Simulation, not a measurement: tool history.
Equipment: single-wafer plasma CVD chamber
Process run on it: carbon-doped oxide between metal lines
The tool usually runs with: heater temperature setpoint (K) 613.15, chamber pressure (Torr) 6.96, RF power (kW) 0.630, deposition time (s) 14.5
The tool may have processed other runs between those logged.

run,day,heater temperature setpoint (K),chamber pressure (Torr),RF power (kW),deposition time (s),"read-back reference wafer on the same gauge, thickness_nm",mean film thickness on the monitor wafer (angstrom)
1,0.000,613.15,6.96,0.630,15.4,75.001,981.54
2,0.921,613.15,6.96,0.630,15.4,75.127,983.29
3,1.712,613.15,6.96,0.630,16.6,75.025,1051.01
4,2.654,613.15,6.96,0.630,16.6,74.923,1054.13
5,3.646,613.15,6.96,0.630,14.5,74.792,919.29
6,4.542,613.15,6.96,0.630,14.5,74.781,919.88
7,5.700,613.15,6.96,0.630,14.5,74.617,920.01
8,6.967,616.15,6.96,0.630,12.7,74.718,799.12
9,7.912,616.15,6.96,0.630,12.7,74.594,796.32
10,8.762,613.15,6.96,0.630,14.5,74.427,915.76
# day 9.758: gauge calibrated
11,11.362,613.15,6.96,0.630,14.5,75.529,934.45
# day 12.050: thermocouple changed; heater temperature recalibrated
# day 12.058: showerhead replaced
12,12.517,613.15,6.96,0.630,14.5,75.550,928.37
13,13.862,613.15,6.96,0.630,14.5,75.363,929.60
14,15.304,613.15,6.21,0.630,14.5,75.299,923.98
15,16.379,613.15,6.96,0.630,14.5,75.291,926.03
16,16.967,606.15,8.19,0.630,16.9,75.123,1112.93
17,17.883,617.15,5.36,0.630,14.5,75.166,895.19
18,18.725,613.15,5.71,0.565,14.5,75.079,819.75
19,19.588,613.15,6.96,0.630,14.5,74.994,923.79
20,20.292,613.15,6.96,0.630,14.5,74.998,925.13
21,21.033,613.15,6.96,0.630,14.5,74.879,923.04
# day 22.183: capacitance manometer re-zeroed and calibrated
# day 22.454: RF generator calibrated
22,22.533,613.15,7.86,0.630,14.5,74.874,929.02
23,23.825,618.15,5.27,0.530,17.3,74.760,884.34
24,25.058,613.15,6.96,0.630,14.5,74.665,921.85
# day 25.275: gauge calibrated
25,25.579,613.15,8.38,0.630,14.5,75.472,938.94
26,26.125,609.15,8.19,0.540,12.8,75.476,718.06
27,27.546,605.15,6.96,0.670,14.5,75.270,1012.95
28,29.042,626.15,6.96,0.740,15.5,75.293,1098.17
29,29.704,613.15,6.96,0.630,14.5,75.306,928.54

Branching from run 29: 3 alternative next runs. What would each branch give?
A,29.721,613.15,6.96,0.720,14.5,?,?
B,29.721,613.15,6.96,0.685,14.5,?,?
C,29.721,613.15,5.35,0.585,14.5,?,?

run,"read-back reference wafer on the same gauge, thickness_nm",mean film thickness on the monitor wafer (angstrom)
A,75.215,1047.39
B,75.215,1001.66
C,75.215,846.59
With no hidden state in the tool, these same runs would have given:
run,mean film thickness on the monitor wafer (angstrom)
A,1052.73
B,1006.76
C,850.90
